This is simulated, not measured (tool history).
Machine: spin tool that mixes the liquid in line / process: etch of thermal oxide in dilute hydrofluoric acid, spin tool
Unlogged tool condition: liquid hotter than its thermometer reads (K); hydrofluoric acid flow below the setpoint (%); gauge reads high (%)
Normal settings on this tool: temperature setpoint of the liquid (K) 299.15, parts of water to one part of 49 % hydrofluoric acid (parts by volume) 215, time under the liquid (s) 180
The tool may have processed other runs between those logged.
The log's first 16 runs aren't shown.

run,hour,temperature setpoint of the liquid (K),parts of water to one part of 49 % hydrofluoric acid (parts by volume),time under the liquid (s),wafers since the last listed run,hours since the thermometer was replaced,hours since the hydrofluoric acid flow meter was replaced,hours since the gauge calibration,"read-back film thickness of the thermal oxide reference wafer, read on the same gauge (nm)",thickness taken off the thermal oxide on a monitor wafer (nm)
17,819.1,299.15,215,140,480,58.1,1298.3,1506.5,79.974,2.817
18,868.0,302.65,120,220,463,107.0,1347.2,1555.4,80.007,10.239
19,899.0,295.65,245,180,294,138.0,1378.2,1586.4,80.036,2.736
20,935.5,299.15,130,265,346,174.5,1414.7,1622.9,80.035,9.725
# hour 963.0: gauge calibrated
21,1005.4,296.65,215,180,663,244.4,1484.6,42.4,79.992,3.363
22,1037.1,299.15,215,180,300,276.1,1516.3,74.1,79.961,3.645
23,1095.5,303.15,175,75,553,334.5,1574.7,132.5,79.999,2.287
24,1126.1,299.15,215,180,290,365.1,1605.3,163.1,79.972,3.680
25,1171.4,299.15,160,220,429,410.4,1650.6,208.4,80.025,6.337
# hour 1217.5: hydrofluoric acid flow meter replaced
26,1230.6,297.15,290,90,552,469.6,13.1,267.6,80.008,1.167
27,1299.0,299.15,325,215,648,538.0,81.5,336.0,80.001,2.573
28,1345.7,299.15,215,180,442,584.7,128.2,382.7,79.988,3.682
29,1468.6,299.15,215,180,1165,707.6,251.1,505.6,79.973,3.661
30,1504.7,296.65,280,180,342,743.7,287.2,541.7,80.056,2.413
31,1556.1,300.65,160,115,487,795.1,338.6,593.1,79.960,3.557
32,1600.4,299.15,260,180,420,839.4,382.9,637.4,80.034,2.861
33,1643.8,299.15,215,230,411,882.8,426.3,680.8,79.996,4.699
34,1679.4,294.65,215,180,337,918.4,461.9,716.4,79.968,3.078
35,1716.5,299.15,215,180,351,955.5,499.0,753.5,79.938,3.655

Each row is a separate what-if for the run after 35, all from the same tool condition, not one after another. Results?
A,1717.0,299.15,305,180,4,956.0,499.5,754.0,?,?
B,1717.0,302.65,185,85,4,956.0,499.5,754.0,?,?
C,1717.0,297.15,215,180,4,956.0,499.5,754.0,?,?

run,"read-back film thickness of the thermal oxide reference wafer, read on the same gauge (nm)",thickness taken off the thermal oxide on a monitor wafer (nm)
A,79.985,2.354
B,79.985,2.363
C,79.985,3.416
What these runs would have given with no unlogged condition in the tool:
run,thickness taken off the thermal oxide on a monitor wafer (nm)
A,2.354
B,2.363
C,3.416
